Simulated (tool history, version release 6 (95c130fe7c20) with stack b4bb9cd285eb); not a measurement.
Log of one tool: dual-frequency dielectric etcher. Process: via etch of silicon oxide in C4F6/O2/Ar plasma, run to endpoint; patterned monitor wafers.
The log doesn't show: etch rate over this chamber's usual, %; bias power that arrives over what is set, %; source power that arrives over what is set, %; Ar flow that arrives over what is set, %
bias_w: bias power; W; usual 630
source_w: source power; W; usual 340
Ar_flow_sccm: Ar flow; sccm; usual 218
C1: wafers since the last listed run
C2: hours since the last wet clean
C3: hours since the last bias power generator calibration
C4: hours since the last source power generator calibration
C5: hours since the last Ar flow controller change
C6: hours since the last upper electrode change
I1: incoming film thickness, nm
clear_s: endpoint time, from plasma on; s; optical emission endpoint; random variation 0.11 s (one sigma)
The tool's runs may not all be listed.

run 1 hour=0.0 | bias_w=630 source_w=340 Ar_flow_sccm=218 | C1=0 C2=142.4 C3=4456.6 C4=2279.3 C5=3227.8 C6=4449.0 | I1=172.4 | clear_s=37.7
run 2 hour=28.7 | bias_w=630 source_w=340 Ar_flow_sccm=218 | C1=426 C2=171.1 C3=4485.3 C4=2308.0 C5=3256.5 C6=4477.7 | I1=172.6 | clear_s=38.0
run 3 hour=47.1 | bias_w=630 source_w=340 Ar_flow_sccm=231 | C1=273 C2=189.5 C3=4503.7 C4=2326.4 C5=3274.9 C6=4496.1 | I1=172.9 | clear_s=38.5
run 4 hour=63.4 | bias_w=630 source_w=340 Ar_flow_sccm=231 | C1=242 C2=205.8 C3=4520.0 C4=2342.7 C5=3291.2 C6=4512.4 | I1=171.0 | clear_s=38.0
run 5 hour=76.7 | bias_w=630 source_w=340 Ar_flow_sccm=231 | C1=197 C2=219.1 C3=4533.3 C4=2356.0 C5=3304.5 C6=4525.7 | I1=171.8 | clear_s=38.2
run 6 hour=105.4 | bias_w=630 source_w=340 Ar_flow_sccm=218 | C1=426 C2=247.8 C3=4562.0 C4=2384.7 C5=3333.2 C6=4554.4 | I1=173.8 | clear_s=38.5
-- hour=155.2 upper electrode replaced
run 7 hour=155.7 | bias_w=630 source_w=340 Ar_flow_sccm=218 | C1=390 C2=298.1 C3=4612.3 C4=2435.0 C5=3383.5 C6=0.5 | I1=171.8 | clear_s=38.3
run 8 hour=156.0 | bias_w=630 source_w=310 Ar_flow_sccm=245 | C1=4 C2=298.4 C3=4612.6 C4=2435.3 C5=3383.8 C6=0.8 | I1=174.6 | clear_s=40.8
run 9 hour=174.7 | bias_w=630 source_w=310 Ar_flow_sccm=245 | C1=277 C2=317.1 C3=4631.3 C4=2454.0 C5=3402.5 C6=19.5 | I1=171.6 | clear_s=40.1
run 10 hour=206.7 | bias_w=630 source_w=340 Ar_flow_sccm=218 | C1=475 C2=349.1 C3=4663.3 C4=2486.0 C5=3434.5 C6=51.5 | I1=173.4 | clear_s=38.7
run 11 hour=230.2 | bias_w=630 source_w=340 Ar_flow_sccm=174 | C1=349 C2=372.6 C3=4686.8 C4=2509.5 C5=3458.0 C6=75.0 | I1=173.5 | clear_s=37.2

Forecast run 12:
-- hour=259.4 bias power generator calibrated
-- hour=261.4 source power generator calibrated
-- hour=277.1 wet clean of the chamber
run 12 hour=283.1 | bias_w=760 source_w=390 Ar_flow_sccm=201 | C1=463 C2=6.0 C3=23.7 C4=21.7 C5=3510.9 C6=127.9 | I1=170.2 | clear_s=?

Run 12 gave clear_s 32.8 s.
Without the tool's hidden state the same run would have given clear_s 32.8 s.
